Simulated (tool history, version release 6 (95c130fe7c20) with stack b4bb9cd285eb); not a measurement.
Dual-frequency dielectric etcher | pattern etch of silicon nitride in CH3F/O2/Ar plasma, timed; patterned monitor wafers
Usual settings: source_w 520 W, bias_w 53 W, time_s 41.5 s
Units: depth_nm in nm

run,hour,source_w,bias_w,time_s,wafers since the last listed run,hours since the last wet clean,hours since the last source power generator calibration,hours since the last bias power generator calibration,hours since the last upper electrode change,hours since the gauge calibration,"read-back reference wafer on the same gauge, depth_nm",depth_nm
1,0,520,46,33.5,0,302.3,71,2232.2,4386,47.9,25.1,19.66
2,14,520,46,41.5,166,316.3,85,2246.2,4400,61.9,25.1,24.32
3,20.5,520,46,41.5,77,322.8,91.5,2252.7,4406.5,68.4,25.1,24.3
4,30.4,520,46,41.5,117,332.7,101.4,2262.6,4416.4,78.3,25.1,24.34
5,47.1,520,59,41.5,199,349.4,118.1,2279.3,4433.1,95,25.11,27.32
6,55.2,520,53,31.5,96,357.5,126.2,2287.4,4441.2,103.1,25.1,19.78
7,64.1,630,44,36.5,106,366.4,135.1,2296.3,4450.1,112,25.12,22.55
8,77.3,520,53,31.5,157,379.6,148.3,2309.5,4463.3,125.2,25.09,19.74
9,86.7,580,53,41.5,112,389,157.7,2318.9,4472.7,134.6,25.1,27.08
10,93.1,470,45,31,76,395.4,164.1,2325.3,4479.1,141,25.1,17.25
11,101.7,450,63,34.5,102,404,172.7,2333.9,4487.7,149.6,25.11,22.13
12,118.1,400,57,33,195,420.4,189.1,2350.3,4504.1,166,25.11,19.3
13,131.6,520,53,41.5,160,433.9,202.6,2363.8,4517.6,179.5,25.1,25.96
14,140.6,610,46,41.5,107,442.9,211.6,2372.8,4526.6,188.5,25.11,25.9
# hour 165.4: wet clean of the chamber
# hour 168.1: bias power generator calibrated
15,168.6,520,41,36,15,3.2,239.6,0.5,4554.6,216.5,25.11,20.33
16,168.9,390,42,36.5,3,3.5,239.9,0.8,4554.9,216.8,25.1,18.59
17,180.5,570,53,41.5,138,15.1,251.5,12.4,4566.5,228.4,25.09,27.53
# hour 208.4: upper electrode replaced
18,208.9,620,49,35,52,43.5,279.9,40.8,0.5,256.8,25.1,23.12
19,209.2,440,59,33,3,43.8,280.2,41.1,0.8,257.1,25.08,20.84
20,219.7,520,53,37,125,54.3,290.7,51.6,11.3,267.6,25.09,23.73
21,232.1,480,53,33.5,147,66.7,303.1,64,23.7,280,25.1,20.83
22,249.9,580,53,41.5,212,84.5,320.9,81.8,41.5,297.8,25.1,27.74
23,256.3,570,53,41.5,76,90.9,327.3,88.2,47.9,304.2,25.1,27.5
24,269,520,53,41.5,151,103.6,340,100.9,60.6,316.9,25.1,26.56
25,278.1,600,62,47.5,108,112.7,349.1,110,69.7,326,25.12,34.71
26,284.7,630,57,44.5,78,119.3,355.7,116.6,76.3,332.6,25.08,31.82
27,300.4,520,53,41.5,187,135,371.4,132.3,92,348.3,25.11,26.59
28,315.9,520,53,41.5,184,150.5,386.9,147.8,107.5,363.8,25.1,26.58
# hour 327.2: gauge calibrated
29,330.3,430,41,34,171,164.9,401.3,162.2,121.9,3.1,25.11,17.78

Hidden state or all else? Some run-to-run changes of depth_nm, split into what the settings, what came in and random variation would give without the hidden state, and what is left for the hidden state (with any gauge scatter that isn't in both results):
The hidden state here: etch rate over this chamber's usual, %; source power that arrives over what is set, %; bias power that arrives over what is set, %; gauge reads high (%).
Run 9 -> 10: source_w 580 -> 470, bias_w 53 -> 45, time_s 41.5 -> 31. depth_nm -9.83 nm: hidden state +0.28, all else -10.11.
Run 14 -> 15: source_w 610 -> 520, bias_w 46 -> 41, time_s 41.5 -> 36, wet clean of the chamber, bias power generator calibrated. depth_nm -5.57 nm: hidden state +0.58, all else -6.15.
Run 16 -> 17: source_w 390 -> 570, bias_w 42 -> 53, time_s 36.5 -> 41.5. depth_nm +8.94 nm: hidden state -0.04, all else +8.98.

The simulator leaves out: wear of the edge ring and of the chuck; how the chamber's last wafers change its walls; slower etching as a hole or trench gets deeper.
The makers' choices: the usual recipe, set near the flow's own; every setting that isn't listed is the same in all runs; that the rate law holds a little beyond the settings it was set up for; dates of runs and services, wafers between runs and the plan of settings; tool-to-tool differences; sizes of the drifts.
